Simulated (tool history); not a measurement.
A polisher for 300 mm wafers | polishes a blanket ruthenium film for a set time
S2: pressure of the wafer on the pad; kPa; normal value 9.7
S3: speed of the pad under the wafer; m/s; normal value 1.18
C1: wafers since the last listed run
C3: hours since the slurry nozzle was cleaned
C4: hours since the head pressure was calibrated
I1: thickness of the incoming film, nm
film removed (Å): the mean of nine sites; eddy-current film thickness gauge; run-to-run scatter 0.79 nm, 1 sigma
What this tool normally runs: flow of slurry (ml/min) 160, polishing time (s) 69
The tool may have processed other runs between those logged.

{"run": 1, "hour": 0.0, "flow of slurry (ml/min)": 160, "S2": 11, "S3": 1.18, "polishing time (s)": 69, "C1": 0, "wafers polished on this pad": 223, "C3": 12.7, "C4": 344.9, "I1": 251.7, "film removed (Å)": 621}
{"run": 2, "hour": 78.1, "flow of slurry (ml/min)": 160, "S2": 11, "S3": 1.18, "polishing time (s)": 69, "C1": 438, "wafers polished on this pad": 662, "C3": 90.8, "C4": 423, "I1": 249.3, "film removed (Å)": 589}
{"run": 3, "hour": 141.3, "flow of slurry (ml/min)": 160, "S2": 9.7, "S3": 1.18, "polishing time (s)": 69, "C1": 354, "wafers polished on this pad": 1017, "C3": 154, "C4": 486.2, "I1": 250.1, "film removed (Å)": 514}
{"run": 4, "hour": 178.3, "flow of slurry (ml/min)": 160, "S2": 9.7, "S3": 1.18, "polishing time (s)": 69, "C1": 207, "wafers polished on this pad": 1224, "C3": 191, "C4": 523.2, "I1": 251.5, "film removed (Å)": 504}
{"run": 5, "hour": 257.4, "flow of slurry (ml/min)": 160, "S2": 9.7, "S3": 1.18, "polishing time (s)": 69, "C1": 443, "wafers polished on this pad": 1668, "C3": 270.1, "C4": 602.3, "I1": 248.2, "film removed (Å)": 510}
{"run": 6, "hour": 312.7, "flow of slurry (ml/min)": 160, "S2": 9.7, "S3": 1.18, "polishing time (s)": 69, "C1": 310, "wafers polished on this pad": 1979, "C3": 325.4, "C4": 657.6, "I1": 249.8, "film removed (Å)": 500}
{"hour": 360.6, "done": "worn pad replaced by a new one"}
{"run": 7, "hour": 410.8, "flow of slurry (ml/min)": 160, "S2": 9.7, "S3": 1.18, "polishing time (s)": 69, "C1": 528, "wafers polished on this pad": 282, "C3": 423.5, "C4": 755.7, "I1": 246.9, "film removed (Å)": 544}
{"run": 8, "hour": 455.3, "flow of slurry (ml/min)": 160, "S2": 9.7, "S3": 1.18, "polishing time (s)": 69, "C1": 249, "wafers polished on this pad": 531, "C3": 468, "C4": 800.2, "I1": 249.9, "film removed (Å)": 541}
{"hour": 532.1, "done": "head pressure recalibrated"}
{"run": 9, "hour": 532.6, "flow of slurry (ml/min)": 160, "S2": 9.7, "S3": 1.18, "polishing time (s)": 69, "C1": 422, "wafers polished on this pad": 954, "C3": 545.3, "C4": 0.5, "I1": 252.9, "film removed (Å)": 516}
{"run": 10, "hour": 571.8, "flow of slurry (ml/min)": 160, "S2": 9.7, "S3": 1.18, "polishing time (s)": 69, "C1": 220, "wafers polished on this pad": 1174, "C3": 584.5, "C4": 39.7, "I1": 249.4, "film removed (Å)": 518}
{"run": 11, "hour": 632.5, "flow of slurry (ml/min)": 160, "S2": 9.7, "S3": 1.18, "polishing time (s)": 69, "C1": 340, "wafers polished on this pad": 1515, "C3": 645.2, "C4": 100.4, "I1": 250.3, "film removed (Å)": 509}
{"run": 12, "hour": 698.8, "flow of slurry (ml/min)": 160, "S2": 9.7, "S3": 1.18, "polishing time (s)": 69, "C1": 372, "wafers polished on this pad": 1887, "C3": 711.5, "C4": 166.7, "I1": 252, "film removed (Å)": 498}
{"hour": 712.9, "done": "slurry nozzle cleaned"}
{"hour": 780.2, "done": "worn pad replaced by a new one"}
{"run": 13, "hour": 803.3, "flow of slurry (ml/min)": 160, "S2": 9.7, "S3": 1.18, "polishing time (s)": 69, "C1": 558, "wafers polished on this pad": 129, "C3": 90.4, "C4": 271.2, "I1": 251, "film removed (Å)": 526}
{"run": 14, "hour": 841.2, "flow of slurry (ml/min)": 160, "S2": 9.7, "S3": 1.18, "polishing time (s)": 69, "C1": 212, "wafers polished on this pad": 342, "C3": 128.3, "C4": 309.1, "I1": 249.5, "film removed (Å)": 546}
{"run": 15, "hour": 913.7, "flow of slurry (ml/min)": 160, "S2": 9.7, "S3": 0.98, "polishing time (s)": 69, "C1": 406, "wafers polished on this pad": 749, "C3": 200.8, "C4": 381.6, "I1": 255.3, "film removed (Å)": 440}
{"run": 16, "hour": 986.7, "flow of slurry (ml/min)": 145, "S2": 11.7, "S3": 0.82, "polishing time (s)": 59, "C1": 409, "wafers polished on this pad": 1159, "C3": 273.8, "C4": 454.6, "I1": 250.1, "film removed (Å)": 363}
{"run": 17, "hour": 1081.4, "flow of slurry (ml/min)": 160, "S2": 9.7, "S3": 1.18, "polishing time (s)": 69, "C1": 531, "wafers polished on this pad": 1690, "C3": 368.5, "C4": 549.3, "I1": 253.4, "film removed (Å)": 500}
{"run": 18, "hour": 1158.5, "flow of slurry (ml/min)": 135, "S2": 9.7, "S3": 1.58, "polishing time (s)": 69, "C1": 432, "wafers polished on this pad": 2123, "C3": 445.6, "C4": 626.4, "I1": 249.7, "film removed (Å)": 627}
{"hour": 1234.4, "done": "worn pad replaced by a new one"}
{"hour": 1235.5, "done": "head pressure recalibrated"}
{"run": 19, "hour": 1264.8, "flow of slurry (ml/min)": 160, "S2": 9.7, "S3": 1.04, "polishing time (s)": 69, "C1": 568, "wafers polished on this pad": 164, "C3": 551.9, "C4": 29.3, "I1": 249.2, "film removed (Å)": 476}
{"run": 20, "hour": 1368.9, "flow of slurry (ml/min)": 185, "S2": 11.7, "S3": 1.52, "polishing time (s)": 69, "C1": 584, "wafers polished on this pad": 748, "C3": 656, "C4": 133.4, "I1": 251, "film removed (Å)": 807}
{"run": 21, "hour": 1507.6, "flow of slurry (ml/min)": 160, "S2": 9.7, "S3": 1.18, "polishing time (s)": 69, "C1": 778, "wafers polished on this pad": 1527, "C3": 794.7, "C4": 272.1, "I1": 245.6, "film removed (Å)": 509}
{"hour": 1532.3, "done": "slurry nozzle cleaned"}
{"run": 22, "hour": 1555.0, "flow of slurry (ml/min)": 160, "S2": 9.7, "S3": 1.18, "polishing time (s)": 69, "C1": 260, "wafers polished on this pad": 1787, "C3": 22.7, "C4": 319.5, "I1": 246.8, "film removed (Å)": 493}
{"hour": 1617.1, "done": "worn pad replaced by a new one"}
{"run": 23, "hour": 1658.3, "flow of slurry (ml/min)": 120, "S2": 9.7, "S3": 1.44, "polishing time (s)": 69, "C1": 557, "wafers polished on this pad": 231, "C3": 126, "C4": 422.8, "I1": 244.9, "film removed (Å)": 621}
{"run": 24, "hour": 1708.4, "flow of slurry (ml/min)": 160, "S2": 9.7, "S3": 1.56, "polishing time (s)": 69, "C1": 281, "wafers polished on this pad": 512, "C3": 176.1, "C4": 472.9, "I1": 251.9, "film removed (Å)": 711}
{"run": 25, "hour": 1758.5, "flow of slurry (ml/min)": 160, "S2": 9.7, "S3": 1.18, "polishing time (s)": 69, "C1": 281, "wafers polished on this pad": 793, "C3": 226.2, "C4": 523, "I1": 251.8, "film removed (Å)": 532}
{"run": 26, "hour": 1827.6, "flow of slurry (ml/min)": 140, "S2": 9.7, "S3": 1.5, "polishing time (s)": 69, "C1": 387, "wafers polished on this pad": 1181, "C3": 295.3, "C4": 592.1, "I1": 252.1, "film removed (Å)": 647}
{"run": 27, "hour": 1905.5, "flow of slurry (ml/min)": 160, "S2": 9.7, "S3": 1.18, "polishing time (s)": 69, "C1": 437, "wafers polished on this pad": 1618, "C3": 373.2, "C4": 670, "I1": 251, "film removed (Å)": 513}
{"hour": 1949.2, "done": "head pressure recalibrated"}
{"run": 28, "hour": 1995.3, "flow of slurry (ml/min)": 160, "S2": 9.7, "S3": 1.18, "polishing time (s)": 69, "C1": 492, "wafers polished on this pad": 2111, "C3": 463, "C4": 46.1, "I1": 251.6, "film removed (Å)": 500}

Each row is a separate what-if for the run after 28, all from the same tool condition, not one after another. Results?
{"run": "A", "hour": 1995.7, "flow of slurry (ml/min)": 160, "S2": 9.7, "S3": 1.18, "polishing time (s)": 69, "C1": 2, "wafers polished on this pad": 2114, "C3": 463.4, "C4": 46.5, "I1": 253.9, "film removed (Å)": "?"}
{"run": "B", "hour": 1995.7, "flow of slurry (ml/min)": 120, "S2": 11.7, "S3": 1.18, "polishing time (s)": 69, "C1": 2, "wafers polished on this pad": 2114, "C3": 463.4, "C4": 46.5, "I1": 253.9, "film removed (Å)": "?"}
{"run": "C", "hour": 1995.7, "flow of slurry (ml/min)": 160, "S2": 12.4, "S3": 1.18, "polishing time (s)": 69, "C1": 2, "wafers polished on this pad": 2114, "C3": 463.4, "C4": 46.5, "I1": 253.9, "film removed (Å)": "?"}

run=A film_removed_(Å)=495
run=B film_removed_(Å)=556
run=C film_removed_(Å)=623
Stripped of hidden state, with their random variation kept, the same runs would have yielded:
run=A film_removed_(Å)=542
run=B film_removed_(Å)=610
run=C film_removed_(Å)=683

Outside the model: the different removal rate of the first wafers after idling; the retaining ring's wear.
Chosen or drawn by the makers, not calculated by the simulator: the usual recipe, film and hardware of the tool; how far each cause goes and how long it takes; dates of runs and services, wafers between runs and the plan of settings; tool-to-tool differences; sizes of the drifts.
